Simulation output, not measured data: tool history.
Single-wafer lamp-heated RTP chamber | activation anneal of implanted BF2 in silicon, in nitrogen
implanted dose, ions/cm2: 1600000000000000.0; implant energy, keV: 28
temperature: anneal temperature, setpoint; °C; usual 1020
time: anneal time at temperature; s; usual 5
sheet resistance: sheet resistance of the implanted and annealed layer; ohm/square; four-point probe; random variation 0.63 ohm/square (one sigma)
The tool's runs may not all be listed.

| run | day | temperature | time | wafers since the last listed run | wafers since the last pyrometer calibration | wafers since the reflector plate was cleaned | hours since the gauge calibration | read-back reference wafer on the same gauge, sheet resistance | sheet resistance |
|---|---|---|---|---|---|---|---|---|---|
| 1 | 0 | 1020 | 7 | 0 | 2740 | 3599 | 1.9 | 150 | 133.91 |
| 2 | 0.396 | 1020 | 5 | 201 | 2941 | 3801 | 11.4 | 149.96 | 137.34 |
| 3 | 0.812 | 1020 | 5 | 211 | 3153 | 4013 | 21.4 | 150.07 | 138.66 |
| 4 | 1.204 | 1020 | 5 | 199 | 3352 | 4212 | 30.8 | 149.98 | 138.55 |
| 5 | 1.817 | 1020 | 5 | 311 | 3664 | 4523 | 45.5 | 149.94 | 137.66 |
| 6 | 2.358 | 1020 | 5 | 275 | 3939 | 4799 | 58.5 | 149.93 | 135.97 |
| 7 | 2.829 | 1037 | 5 | 239 | 4179 | 5038 | 69.8 | 150.08 | 123.89 |
| 8 | 3.5 | 1037 | 5 | 341 | 4520 | 5380 | 85.9 | 149.96 | 124.09 |
|  | 4.421 | pyrometer window cleaned and pyrometer calibrated |
| 9 | 4.442 | 1037 | 5 | 309 | 10 | 5689 | 108.5 | 150.07 | 125.74 |
| 10 | 4.479 | 1020 | 5 | 19 | 29 | 5708 | 109.4 | 149.97 | 138.84 |
| 11 | 5.054 | 1020 | 5 | 292 | 321 | 6001 | 123.2 | 149.97 | 138.22 |
| 12 | 5.35 | 1020 | 5 | 150 | 472 | 6151 | 130.3 | 149.86 | 138.87 |
| 13 | 6.046 | 1028 | 7 | 353 | 826 | 6505 | 147 | 150.1 | 127.02 |
| 14 | 6.396 | 1020 | 5 | 178 | 1004 | 6683 | 155.4 | 150.11 | 137.84 |
| 15 | 6.933 | 1020 | 5 | 273 | 1277 | 6957 | 168.3 | 149.95 | 137.23 |
| 16 | 7.517 | 997 | 4 | 296 | 1574 | 7253 | 182.3 | 149.98 | 159.04 |
|  | 8.092 | gauge calibrated |
| 17 | 8.817 | 1049 | 3 | 661 | 2235 | 7915 | 17.4 | 150.04 | 123.35 |
|  | 9.242 | reflector plate cleaned |
| 18 | 9.354 | 1020 | 5 | 103 | 2339 | 57 | 30.3 | 150.1 | 140.9 |
| 19 | 9.638 | 1047 | 8 | 144 | 2483 | 201 | 37.1 | 150.05 | 115.1 |
| 20 | 10.138 | 1020 | 6 | 254 | 2737 | 455 | 49.1 | 150.07 | 138.91 |
| 21 | 10.725 | 1010 | 5 | 298 | 3036 | 754 | 63.2 | 150.15 | 149.02 |
| 22 | 11.979 | 1020 | 5 | 637 | 3674 | 1392 | 93.3 | 150.12 | 139.67 |
| 23 | 12.525 | 1020 | 5 | 277 | 3952 | 1670 | 106.4 | 150.17 | 138.31 |
| 24 | 13.158 | 996 | 7 | 322 | 4274 | 1992 | 121.6 | 149.99 | 153.33 |

3 ways to go on from here, each from the tool as it stands after run 24. What would each give?
| A | 13.175 | 1006 | 5 | 8 | 4282 | 2000 | 122 | ? | ? |
| B | 13.175 | 1030 | 5 | 8 | 4282 | 2000 | 122 | ? | ? |
| C | 13.175 | 1028 | 3 | 8 | 4282 | 2000 | 122 | ? | ? |

| run | read-back reference wafer on the same gauge, sheet resistance | sheet resistance |
|---|---|---|
| A | 149.95 | 149.85 |
| B | 149.95 | 130.95 |
| C | 149.95 | 138.63 |
Without the tool's hidden state the same runs would have given:
| run | sheet resistance |
|---|---|
| A | 154.69 |
| B | 135.38 |
| C | 143.1 |
